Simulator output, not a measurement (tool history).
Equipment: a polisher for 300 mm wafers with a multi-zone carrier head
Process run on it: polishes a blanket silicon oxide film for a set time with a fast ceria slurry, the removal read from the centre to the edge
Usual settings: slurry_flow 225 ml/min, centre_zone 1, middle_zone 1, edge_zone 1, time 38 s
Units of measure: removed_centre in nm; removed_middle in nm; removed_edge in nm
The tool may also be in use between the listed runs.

run	hour	slurry_flow	centre_zone	middle_zone	edge_zone	time	wafers since the last listed run	wafers polished on this pad	hours since the slurry nozzle was cleaned	hours since the centre zone pressure was calibrated	hours since the edge zone pressure was calibrated	hours since the carrier head's membrane was replaced	incoming thickness of the incoming film, nm	removed_centre	removed_middle	removed_edge
1	0	225	1	1	1	38	0	278	378.2	604.1	894.2	609.1	1650.9	542.1	560.8	543.8
2	13.6	225	1	1	1	38	122	401	391.8	617.7	907.8	622.7	1673	545.8	555.6	544.4
3	37.8	225	1	1.07	1	38	217	619	416	641.9	932	646.9	1642.4	541.7	590.6	553.5
# hour 58.7: edge zone pressure recalibrated
4	64.3	225	1.11	1	1.09	38	220	840	442.5	668.4	5.6	673.4	1653.1	598.3	548	562.7
5	84	225	1	1	1	38	177	1017	462.2	688.1	25.3	693.1	1631.3	537.2	552.1	544.9
6	110.4	265	0.93	1	0.96	33	237	1255	488.6	714.5	51.7	719.5	1672.4	449.5	487.7	472.4
7	133.2	290	0.95	1	1	38	205	1460	511.4	737.3	74.5	742.3	1634.8	523.3	571.3	554.3
# hour 140.7: worn pad replaced by a new one, of another model than before
# hour 144.8: carrier head's membrane replaced by a new one
8	159	300	1	1	1.11	38	159	128	537.2	763.1	100.3	14.2	1646.8	542	553.3	572.1
9	183.1	225	0.9	1	1	38	217	345	561.3	787.2	124.4	38.3	1636.3	464.4	529.4	529.3
10	200.3	225	1	1	1	38	154	500	578.5	804.4	141.6	55.5	1673.7	508.9	522.8	523.5
# hour 209.2: centre zone pressure recalibrated
11	228.9	225	0.91	1	1	47	239	739	607.1	19.7	170.2	84.1	1659.7	578.2	650.3	648.3
12	263.2	160	1	1	1	38	308	1048	641.4	54	204.5	118.4	1651	458.1	485.4	495.1
13	292.9	225	1	1	1.06	38	267	1316	671.1	83.7	234.2	148.1	1666.4	499.8	522.4	537.2
# hour 295.3: slurry nozzle cleaned
14	319.3	225	1	1	1	38	228	1544	24	110.1	260.6	174.5	1650.8	554.7	576.5	557.3
# hour 326.5: worn pad replaced by a new one
15	343.9	225	0.93	1	1	38	185	157	48.6	134.7	285.2	199.1	1681.6	515.5	569.5	558.7
16	369.8	225	1	1	1	38	233	390	74.5	160.6	311.1	225	1664.8	556.1	567.6	558.7
17	400	225	1.11	1.09	1.07	38	271	662	104.7	190.8	341.3	255.2	1643.7	608.1	604.9	572.3
18	414.1	175	1	1	1	38	126	789	118.8	204.9	355.4	269.3	1654.2	519.1	530.3	537.2
19	429.8	225	1	1	0.95	38	141	930	134.5	220.6	371.1	285	1658.2	548.7	560.9	529.3
20	464.7	195	1	1.03	0.95	38	314	1245	169.4	255.5	406	319.9	1634.3	523.4	551.9	518
21	484.5	225	1	1	1	38	178	1423	189.2	275.3	425.8	339.7	1669.4	532.7	554.6	542.3
22	496.6	270	0.89	0.9	1	38	108	1532	201.3	287.4	437.9	351.8	1625.2	493.4	527.7	561.3

Consider 4 possible next runs. They are alternatives, not a sequence: every one starts from the tool as it was left by run 22. What does each give?
A	497	225	1	1	1	38	3	1535	201.7	287.8	438.3	352.2	1646.8	?	?	?
B	497	190	0.94	1	0.88	38	3	1535	201.7	287.8	438.3	352.2	1646.8	?	?	?
C	497	225	1.07	1.04	1	38	3	1535	201.7	287.8	438.3	352.2	1646.8	?	?	?
D	497	185	1	1	1	38	3	1535	201.7	287.8	438.3	352.2	1646.8	?	?	?

run	removed_centre	removed_middle	removed_edge
A	535.3	550.8	543.2
B	486.2	532.9	506.8
C	571.1	569.2	542.9
D	512.2	529.6	528
Take away the tool's hidden state, keep each run's random variation, and the runs would have read:
run	removed_centre	removed_middle	removed_edge
A	562.6	576	561.5
B	515.9	561.9	526.7
C	600.2	595.2	561.2
D	544.4	559.2	549.3

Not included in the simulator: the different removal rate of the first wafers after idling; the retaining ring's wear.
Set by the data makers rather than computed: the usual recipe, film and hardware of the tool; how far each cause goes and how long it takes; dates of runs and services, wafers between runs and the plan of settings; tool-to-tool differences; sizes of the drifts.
